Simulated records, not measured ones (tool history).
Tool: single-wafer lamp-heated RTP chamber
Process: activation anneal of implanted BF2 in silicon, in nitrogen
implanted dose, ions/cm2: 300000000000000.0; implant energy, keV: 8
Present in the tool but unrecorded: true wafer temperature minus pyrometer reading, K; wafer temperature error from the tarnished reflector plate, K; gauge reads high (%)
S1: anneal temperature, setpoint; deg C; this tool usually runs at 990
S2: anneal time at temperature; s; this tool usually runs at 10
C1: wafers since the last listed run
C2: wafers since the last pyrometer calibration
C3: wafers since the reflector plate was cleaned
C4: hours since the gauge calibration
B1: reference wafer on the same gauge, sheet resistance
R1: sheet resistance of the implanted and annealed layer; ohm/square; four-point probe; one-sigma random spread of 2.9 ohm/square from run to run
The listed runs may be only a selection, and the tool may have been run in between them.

run   hour    S1  S2   C1    C2    C3     C4      B1      R1
  1      0   976  15    0  2826   483    293  465.06  489.65
  2     31   976  15  458  3284   942    324  466.31  485.51
  3   47.3   976  15  241  3525  1183  340.3  465.63  489.36
  4   71.1   971   7  351  3877  1535  364.1  465.05  521.12
  5   98.5   971   7  405  4282  1940  391.5  465.63  518.92
     137.9  -- pyrometer window cleaned and pyrometer calibrated
  6  138.4   990  10  471     7  2412  431.4  466.03  480.01
  7  158.4   990  10  295   303  2707  451.4  465.25  476.43
  8  177.8   990   5  286   590  2994  470.8  465.07  493.56
     189.7  -- reflector plate cleaned
  9  194.7   990   5  131   722    73  487.7  466.66  496.91
     216.3  -- gauge calibrated
 10  229.1   979  12  508  1230   582   12.8  466.02   494.1
 11    256   990  10  397  1628   979   39.7  465.67  481.51
 12  278.4   990  10  331  1959  1311   62.1  465.88   481.1
 13  298.9   990  10  303  2262  1614   82.6  467.59  478.22
 14  314.4   961  10  229  2491  1843   98.1  465.34  544.03
 15    340   974  16  378  2870  2221  123.7  464.51  492.12
 16  362.6   974   5  334  3204  2556  146.3   466.2     529
 17  383.4  1011   8  307  3512  2863  167.1  465.99  450.88
 18  407.4   969  15  354  3867  3218  191.1  466.63  500.41
 19  428.6   990  10  313  4180  3531  212.3   465.7  472.01
 20  457.6   963   7  428  4609  3960  241.3  465.76   534.1
     473.4  -- reflector plate cleaned
     480.9  -- pyrometer window cleaned and pyrometer calibrated
 21  533.7  1018  16  896   780   780  317.4  465.91  434.28
 22  563.1   967  15  434  1215  1215  346.8  465.08  515.92
 23  598.5  1003  14  523  1738  1738  382.2  465.59  450.08
 24  629.2   979   5  453  2192  2192  412.9  464.44  517.35
 25  660.1   971   4  456  2649  2649  443.8  467.09  542.04
 26  683.6  1006   5  347  2996  2996  467.3  466.08  470.87
     705.2  -- gauge calibrated
 27  707.5   990  10  353  3350  3350    2.3  465.37   478.7

Run-by-run hidden state of the tool:
wafer temperature error from the tarnished reflector plate, K: 0 across all the runs
gauge reads high (%): 0 across all the runs
H1: true wafer temperature minus pyrometer reading, K
run     H1
  1   3.16
  2   3.96
  3   4.43
  4   5.18
  5   6.12
  6  0.254
  7  0.279
  8   0.35
  9  0.449
 10  0.758
 11    1.1
 12   1.45
 13   1.82
 14   2.14
 15   2.73
 16   3.31
 17    3.9
 18   4.65
 19   5.37
 20   6.44
 21  0.413
 22  0.653
 23   1.08
 24   1.58
 25   2.19
 26   2.73
 27   3.35
